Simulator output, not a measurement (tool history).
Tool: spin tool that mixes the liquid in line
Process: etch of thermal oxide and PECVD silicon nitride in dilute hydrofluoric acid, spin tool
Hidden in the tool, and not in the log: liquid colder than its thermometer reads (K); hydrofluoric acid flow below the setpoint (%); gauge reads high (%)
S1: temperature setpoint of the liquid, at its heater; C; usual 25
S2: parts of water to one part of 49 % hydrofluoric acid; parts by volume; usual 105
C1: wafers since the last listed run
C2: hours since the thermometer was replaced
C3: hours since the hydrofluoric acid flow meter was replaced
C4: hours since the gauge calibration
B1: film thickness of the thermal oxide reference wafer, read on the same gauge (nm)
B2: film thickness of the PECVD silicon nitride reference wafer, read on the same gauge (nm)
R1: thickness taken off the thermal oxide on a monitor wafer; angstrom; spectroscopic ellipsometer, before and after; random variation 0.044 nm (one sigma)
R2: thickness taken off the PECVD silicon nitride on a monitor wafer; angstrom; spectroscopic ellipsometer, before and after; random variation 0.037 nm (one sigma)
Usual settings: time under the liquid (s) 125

Run 1, hour 0: usual settings but S1 23.5 C, time under the liquid (s) 165; C1 0; C2 202.4; C3 99.3; C4 1408.3; B1 90.01; B2 59.992. Result: R1 63.2 angstrom, R2 39.55 angstrom.
Run 2, hour 44.9: usual settings; C1 262; C2 247.3; C3 144.2; C4 1453.2; B1 89.98; B2 60.008. Result: R1 50.9 angstrom, R2 31.99 angstrom.
Run 3, hour 81.6: usual settings; C1 214; C2 284; C3 180.9; C4 1489.9; B1 90.04; B2 59.977. Result: R1 51.3 angstrom, R2 32.38 angstrom.
Run 4, hour 155.3: usual settings; C1 430; C2 357.7; C3 254.6; C4 1563.6; B1 90.03; B2 60.008. Result: R1 49.6 angstrom, R2 31.51 angstrom.
Run 5, hour 217.6: usual settings; C1 364; C2 420; C3 316.9; C4 1625.9; B1 89.98; B2 59.993. Result: R1 50 angstrom, R2 31.04 angstrom.
Run 6, hour 312.8: usual settings but S2 90 parts by volume; C1 556; C2 515.2; C3 412.1; C4 1721.1; B1 90.04; B2 60.036. Result: R1 57.7 angstrom, R2 35.73 angstrom.
At hour 330.4: gauge calibrated.
Run 7, hour 393.4: usual settings but S2 90 parts by volume; C1 471; C2 595.8; C3 492.7; C4 63; B1 89.97; B2 59.986. Result: R1 58.2 angstrom, R2 34.79 angstrom.
At hour 450.4: hydrofluoric acid flow meter replaced.
Run 8, hour 494.4: usual settings but S2 90 parts by volume; C1 584; C2 696.8; C3 44; C4 164; B1 89.99; B2 60.006. Result: R1 57.8 angstrom, R2 35.34 angstrom.
At hour 496.2: thermometer replaced.
Run 9, hour 536.6: usual settings but time under the liquid (s) 105; C1 240; C2 40.4; C3 86.2; C4 206.2; B1 90.02; B2 59.983. Result: R1 43.8 angstrom, R2 28.39 angstrom.
Run 10, hour 616.1: usual settings; C1 464; C2 119.9; C3 165.7; C4 285.7; B1 90.03; B2 60.001. Result: R1 51.5 angstrom, R2 33.21 angstrom.
Run 11, hour 711.1: usual settings but S1 20.5 C, S2 130 parts by volume, time under the liquid (s) 100; C1 555; C2 214.9; C3 260.7; C4 380.7; B1 90.03; B2 60.024. Result: R1 26.2 angstrom, R2 16.01 angstrom.
Run 12, hour 789.6: usual settings but S1 27.5 C, S2 125 parts by volume, time under the liquid (s) 185; C1 458; C2 293.4; C3 339.2; C4 459.2; B1 90.02; B2 59.999. Result: R1 67.7 angstrom, R2 46.68 angstrom.
Run 13, hour 851.6: usual settings but S2 145 parts by volume; C1 362; C2 355.4; C3 401.2; C4 521.2; B1 90; B2 59.994. Result: R1 34.4 angstrom, R2 22.68 angstrom.
Run 14, hour 951.3: usual settings but S1 22 C, S2 135 parts by volume, time under the liquid (s) 65; C1 582; C2 455.1; C3 500.9; C4 620.9; B1 90.02; B2 60.016. Result: R1 17 angstrom, R2 10.24 angstrom.
At hour 1010.7: hydrofluoric acid flow meter replaced.
Run 15, hour 1015: usual settings but S1 21.5 C, S2 135 parts by volume, time under the liquid (s) 55; C1 366; C2 518.8; C3 4.3; C4 684.6; B1 90.03; B2 60.004. Result: R1 14.4 angstrom, R2 8.59 angstrom.
Run 16, hour 1062: usual settings but S1 27.5 C, time under the liquid (s) 105; C1 274; C2 565.8; C3 51.3; C4 731.6; B1 90.04; B2 59.991. Result: R1 46.4 angstrom, R2 30.93 angstrom.
Run 17, hour 1166.7: usual settings but S1 27 C, S2 120 parts by volume, time under the liquid (s) 95; C1 611; C2 670.5; C3 156; C4 836.3; B1 89.99; B2 60.011. Result: R1 34.4 angstrom, R2 22.65 angstrom.
At hour 1169.1: thermometer replaced.
Run 18, hour 1247.6: usual settings; C1 467; C2 78.5; C3 236.9; C4 917.2; B1 89.97; B2 60.001. Result: R1 51.4 angstrom, R2 32.94 angstrom.
Run 19, hour 1284.2: usual settings but S1 20.5 C, S2 125 parts by volume, time under the liquid (s) 170; C1 213; C2 115.1; C3 273.5; C4 953.8; B1 90.01; B2 59.972. Result: R1 47.9 angstrom, R2 28.07 angstrom.
Run 20, hour 1360.5: usual settings; C1 445; C2 191.4; C3 349.8; C4 1030.1; B1 90.02; B2 60.03. Result: R1 50.9 angstrom, R2 32.73 angstrom.
Run 21, hour 1436: usual settings but S2 130 parts by volume; C1 441; C2 266.9; C3 425.3; C4 1105.6; B1 90.01; B2 59.992. Result: R1 38.9 angstrom, R2 25.33 angstrom.
At hour 1485.6: hydrofluoric acid flow meter replaced.
Run 22, hour 1498.6: usual settings but time under the liquid (s) 160; C1 360; C2 329.5; C3 13; C4 1168.2; B1 89.96; B2 60.009. Result: R1 64.8 angstrom, R2 41 angstrom.
Run 23, hour 1563.3: usual settings but S1 28 C; C1 378; C2 394.2; C3 77.7; C4 1232.9; B1 89.99; B2 59.974. Result: R1 56.6 angstrom, R2 39.58 angstrom.
Run 24, hour 1622.8: usual settings but S1 23.5 C, S2 130 parts by volume, time under the liquid (s) 170; C1 347; C2 453.7; C3 137.2; C4 1292.4; B1 89.99; B2 60.011. Result: R1 50.8 angstrom, R2 31.87 angstrom.
Run 25, hour 1727.6: usual settings; C1 612; C2 558.5; C3 242; C4 1397.2; B1 90.05; B2 59.994. Result: R1 49.2 angstrom, R2 30.65 angstrom.

4 ways to go on from here, each from the tool as it stands after run 25. What would each give?
Run A, hour 1728.1: usual settings; C1 2; C2 559; C3 242.5; C4 1397.7; B1 ?; B2 ?. Result: R1 ?, R2 ?.
Run B, hour 1728.1: usual settings but time under the liquid (s) 55; C1 2; C2 559; C3 242.5; C4 1397.7; B1 ?; B2 ?. Result: R1 ?, R2 ?.
Run C, hour 1728.1: usual settings but S1 23.5 C, time under the liquid (s) 80; C1 2; C2 559; C3 242.5; C4 1397.7; B1 ?; B2 ?. Result: R1 ?, R2 ?.
Run D, hour 1728.1: usual settings but S2 140 parts by volume, time under the liquid (s) 100; C1 2; C2 559; C3 242.5; C4 1397.7; B1 ?; B2 ?. Result: R1 ?, R2 ?.

run     B1      B2    R1     R2
  A  89.99  60.005  48.7  30.32
  B  89.99  60.005  21.4  13.34
  C  89.99  60.005  29.3  17.57
  D  89.99  60.005    28  18.26
Without the tool's hidden state the same runs would have given:
run    R1     R2
  A  52.6  34.03
  B  23.1  14.97
  C  31.7  19.74
  D  30.2  20.47
